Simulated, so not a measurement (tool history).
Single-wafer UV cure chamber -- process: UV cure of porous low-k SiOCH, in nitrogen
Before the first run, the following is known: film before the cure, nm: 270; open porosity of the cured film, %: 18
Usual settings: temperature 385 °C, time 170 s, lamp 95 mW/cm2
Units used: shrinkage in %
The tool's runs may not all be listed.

run,hour,temperature,time,lamp,wafers since the last listed run,hours since the UV bulbs were replaced,wafers since the quartz window was cleaned,shrinkage
1,0.0,385,240,95,0,922.5,4871,9.142
# hour 103.8: quartz window cleaned
2,104.2,385,170,95,1518,1026.7,6,8.362
3,156.1,385,170,95,819,1078.6,825,8.052
4,242.0,385,170,95,1355,1164.5,2181,7.902
5,287.3,385,170,95,714,1209.8,2896,7.794
6,364.6,385,170,109,1220,1287.1,4116,8.158
# hour 426.2: quartz window cleaned
7,445.0,385,120,95,1142,1367.5,296,6.613
8,536.8,385,120,95,1448,1459.3,1745,6.492
9,581.7,385,120,95,708,1504.2,2454,6.145
10,663.8,385,170,95,1295,1586.3,3749,7.551
11,733.0,385,170,95,1092,1655.5,4842,7.609
# hour 819.9: quartz window cleaned
12,820.4,385,170,95,1253,1742.9,7,8.153

Expected results for the next run?
13,869.8,385,170,95,779,1792.3,787,?

{"run 13": {"shrinkage": 7.902}}
With no hidden state in the tool, this same run would have given shrinkage 9.379 %.

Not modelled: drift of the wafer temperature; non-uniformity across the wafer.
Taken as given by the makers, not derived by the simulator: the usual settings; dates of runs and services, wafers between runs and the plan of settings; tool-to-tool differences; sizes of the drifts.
